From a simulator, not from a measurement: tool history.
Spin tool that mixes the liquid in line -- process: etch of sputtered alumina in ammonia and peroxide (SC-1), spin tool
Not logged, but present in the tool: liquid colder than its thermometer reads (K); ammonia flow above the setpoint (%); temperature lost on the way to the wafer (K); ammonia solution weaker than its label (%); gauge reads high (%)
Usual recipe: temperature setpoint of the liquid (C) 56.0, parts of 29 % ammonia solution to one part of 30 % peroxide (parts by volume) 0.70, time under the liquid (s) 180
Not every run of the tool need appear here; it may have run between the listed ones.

run	hour	temperature setpoint of the liquid (C)	parts of 29 % ammonia solution to one part of 30 % peroxide (parts by volume)	time under the liquid (s)	wafers since the last listed run	hours since the thermometer was replaced	hours since the ammonia flow meter was replaced	hours since the heated supply line was repaired	hours since the drum of ammonia solution was connected	hours since the gauge calibration	read-back film thickness of the sputtered alumina reference wafer, read on the same gauge (nm)	thickness taken off the sputtered alumina on a monitor wafer (angstrom)
1	0.0	56.0	0.70	180	0	2233.4	346.8	2256.7	252.5	87.9	100.01	86.3
2	93.1	56.0	0.55	135	668	2326.5	439.9	2349.8	345.6	181.0	99.98	62.9
# hour 132.6: thermometer replaced
3	160.9	56.0	0.95	180	479	28.3	507.7	2417.6	413.4	248.8	100.00	88.9
4	225.1	53.0	0.70	180	460	92.5	571.9	2481.8	477.6	313.0	99.99	73.6
5	472.2	56.0	0.70	180	1773	339.6	819.0	2728.9	724.7	560.1	99.99	86.5
6	574.6	61.5	0.70	140	735	442.0	921.4	2831.3	827.1	662.5	99.99	89.3
7	628.4	51.5	0.70	180	386	495.8	975.2	2885.1	880.9	716.3	100.00	67.3
8	714.2	56.0	0.60	120	615	581.6	1061.0	2970.9	966.7	802.1	100.01	56.5
9	817.6	47.0	0.70	180	742	685.0	1164.4	3074.3	1070.1	905.5	100.01	52.2
# hour 845.6: new drum of ammonia solution connected
10	903.5	48.0	0.35	95	609	770.9	1250.3	3160.2	57.9	991.4	100.00	27.2
11	980.8	64.0	0.40	275	554	848.2	1327.6	3237.5	135.2	1068.7	99.99	187.5
12	1055.0	48.5	0.35	250	532	922.4	1401.8	3311.7	209.4	1142.9	99.99	73.9
# hour 1057.2: heated supply line repaired
13	1151.4	50.0	0.45	85	684	1018.8	1498.2	94.2	305.8	1239.3	99.98	28.9

Run 14 has not been measured yet. What should we expect?
14	1190.8	56.0	1.05	285	282	1058.2	1537.6	133.6	345.2	1278.7	?	?

Logged for run 14: read-back film thickness of the sputtered alumina reference wafer, read on the same gauge (nm) 100.01, thickness taken off the sputtered alumina on a monitor wafer (angstrom) 144.5.
Were there no unlogged condition in the tool, this run, its random variation unchanged, would have produced thickness taken off the sputtered alumina on a monitor wafer (angstrom) 145.0.

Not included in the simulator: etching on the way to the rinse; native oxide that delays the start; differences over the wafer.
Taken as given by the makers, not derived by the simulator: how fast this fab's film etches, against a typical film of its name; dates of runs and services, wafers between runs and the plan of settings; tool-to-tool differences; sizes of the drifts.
